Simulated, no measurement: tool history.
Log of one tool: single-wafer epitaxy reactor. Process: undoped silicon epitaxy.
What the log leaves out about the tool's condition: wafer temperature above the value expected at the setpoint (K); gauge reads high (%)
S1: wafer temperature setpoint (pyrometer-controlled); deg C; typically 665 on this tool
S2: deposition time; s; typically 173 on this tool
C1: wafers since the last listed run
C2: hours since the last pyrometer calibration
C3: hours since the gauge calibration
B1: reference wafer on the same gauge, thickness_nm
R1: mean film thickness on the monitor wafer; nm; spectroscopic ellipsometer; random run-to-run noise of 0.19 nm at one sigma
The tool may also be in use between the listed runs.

| run | day | S1 | S2 | C1 | C2 | C3 | B1 | R1 |
|---|---|---|---|---|---|---|---|---|
| 1 | 0.000 | 665 | 173 | 0 | 1055.0 | 208.9 | 48.519 | 37.459 |
| 2 | 0.700 | 665 | 173 | 122 | 1071.8 | 225.7 | 48.472 | 37.597 |
| 3 | 1.100 | 671 | 147 | 69 | 1081.4 | 235.3 | 48.558 | 35.665 |
| 4 | 1.783 | 654 | 200 | 119 | 1097.8 | 251.7 | 48.452 | 35.488 |
| 5 | 2.171 | 654 | 200 | 67 | 1107.1 | 261.0 | 48.536 | 35.325 |
| 6 | 2.796 | 665 | 148 | 109 | 1122.1 | 276.0 | 48.502 | 32.052 |
| 7 | 3.767 | 665 | 148 | 169 | 1145.4 | 299.3 | 48.478 | 32.238 |
|  | 4.533 | pyrometer calibrated |
| 8 | 4.554 | 657 | 148 | 79 | 0.5 | 318.2 | 48.522 | 31.020 |
| 9 | 4.833 | 657 | 148 | 48 | 7.2 | 324.9 | 48.463 | 31.152 |
| 10 | 5.346 | 657 | 148 | 89 | 19.5 | 337.2 | 48.522 | 31.192 |
| 11 | 5.621 | 665 | 153 | 47 | 26.1 | 343.8 | 48.526 | 37.444 |
|  | 5.675 | gauge calibrated |
| 12 | 6.358 | 656 | 149 | 128 | 43.8 | 16.4 | 48.523 | 30.732 |
| 13 | 6.658 | 661 | 202 | 52 | 51.0 | 23.6 | 48.492 | 45.450 |
| 14 | 7.238 | 674 | 144 | 101 | 64.9 | 37.5 | 48.487 | 41.030 |
| 15 | 7.804 | 656 | 173 | 98 | 78.5 | 51.1 | 48.491 | 35.275 |
| 16 | 8.458 | 672 | 173 | 114 | 94.2 | 66.8 | 48.494 | 47.449 |
| 17 | 8.888 | 665 | 153 | 74 | 104.5 | 77.1 | 48.484 | 36.676 |
| 18 | 9.396 | 678 | 173 | 88 | 116.7 | 89.3 | 48.471 | 52.176 |
| 19 | 10.054 | 651 | 152 | 114 | 132.5 | 105.1 | 48.480 | 27.767 |
| 20 | 10.517 | 678 | 190 | 80 | 143.6 | 116.2 | 48.528 | 56.964 |
| 21 | 10.788 | 665 | 173 | 47 | 150.1 | 122.7 | 48.510 | 41.103 |
| 22 | 11.083 | 655 | 173 | 51 | 157.2 | 129.8 | 48.520 | 34.070 |

Alternative continuations, all from the tool just after run 22; predict every row:
| A | 11.100 | 665 | 173 | 2 | 157.6 | 130.2 | ? | ? |
| B | 11.100 | 665 | 189 | 2 | 157.6 | 130.2 | ? | ? |
| C | 11.100 | 651 | 173 | 2 | 157.6 | 130.2 | ? | ? |
| D | 11.100 | 679 | 149 | 2 | 157.6 | 130.2 | ? | ? |
| E | 11.100 | 665 | 191 | 2 | 157.6 | 130.2 | ? | ? |

| run | B1 | R1 |
|---|---|---|
| A | 48.496 | 40.691 |
| B | 48.496 | 44.454 |
| C | 48.496 | 31.250 |
| D | 48.496 | 45.323 |
| E | 48.496 | 44.925 |
Without the tool's hidden state the same runs would have given:
| run | R1 |
|---|---|
| A | 41.646 |
| B | 45.498 |
| C | 32.003 |
| D | 46.359 |
| E | 45.979 |
